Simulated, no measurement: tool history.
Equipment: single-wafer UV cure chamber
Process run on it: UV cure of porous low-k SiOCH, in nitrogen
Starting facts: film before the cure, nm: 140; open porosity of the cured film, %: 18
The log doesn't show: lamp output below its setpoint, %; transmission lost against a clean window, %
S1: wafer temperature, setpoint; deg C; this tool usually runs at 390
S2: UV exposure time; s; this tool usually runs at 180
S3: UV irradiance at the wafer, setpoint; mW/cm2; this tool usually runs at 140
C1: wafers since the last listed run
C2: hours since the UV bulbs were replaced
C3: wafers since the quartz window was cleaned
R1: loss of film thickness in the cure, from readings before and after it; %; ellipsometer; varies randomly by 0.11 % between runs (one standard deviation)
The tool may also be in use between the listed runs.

run     day   S1   S2   S3    C1      C2    C3      R1
  1   0.000  390  180  164     0   992.8   312  12.881
  2   1.454  403  180  140   472  1027.7   784  12.196
  3   2.512  403  180  140   343  1053.1  1128  12.253
  4   3.429  380  180  115   297  1075.1  1425  10.780
  5   4.296  380  180  115   281  1095.9  1707  10.919
  6   5.592  380  180  115   420  1127.0  2127  10.780
      5.962  -- quartz window cleaned
  7   6.825  390  180  140   292  1156.6   280  11.853
  8   7.921  390  180  140   355  1182.9   636  11.699
  9  11.146  385  180  140  1047  1260.3  1683  11.395
 10  11.712  385  180  140   184  1273.9  1867  11.323
 11  12.308  390  260  140   193  1288.2  2060  13.303
     13.554  -- quartz window cleaned
 12  15.271  402  215  161   853  1359.3   557  13.137
 13  16.188  402  215  161   297  1381.3   854  13.063
 14  16.812  390  255  140   202  1396.3  1057  12.862
 15  17.367  390  180  140   179  1409.6  1237  11.081
 16  18.850  409  180  156   481  1445.2  1719  11.962
     19.800  -- UV bulbs replaced
     19.812  -- quartz window cleaned
 17  19.825  400  100  140   204     0.6     4  10.246
 18  21.142  383  240  107   427    32.2   432  12.770
 19  22.096  380  180  115   309    55.1   741  11.689
 20  23.388  382  270  121   419    86.1  1161  13.844
 21  24.079  409  255  103   224   102.7  1385  13.082
 22  24.942  390  215  122   280   123.4  1665  12.886

Predict each of these 5 candidate next runs independently; none follows another, all start after run 22:
  A  24.958  390  180  140   5  123.8  1671   ?
  B  24.958  403  210  171   5  123.8  1671   ?
  C  24.958  390  140  114   5  123.8  1671   ?
  D  24.958  390  120  140   5  123.8  1671   ?
  E  24.958  383  180  140   5  123.8  1671   ?

run      R1
  A  12.675
  B  14.644
  C  10.551
  D  10.783
  E  12.542
Without the tool's unlogged condition, the same runs would have read:
run      R1
  A  12.971
  B  14.948
  C  10.830
  D  11.064
  E  12.836

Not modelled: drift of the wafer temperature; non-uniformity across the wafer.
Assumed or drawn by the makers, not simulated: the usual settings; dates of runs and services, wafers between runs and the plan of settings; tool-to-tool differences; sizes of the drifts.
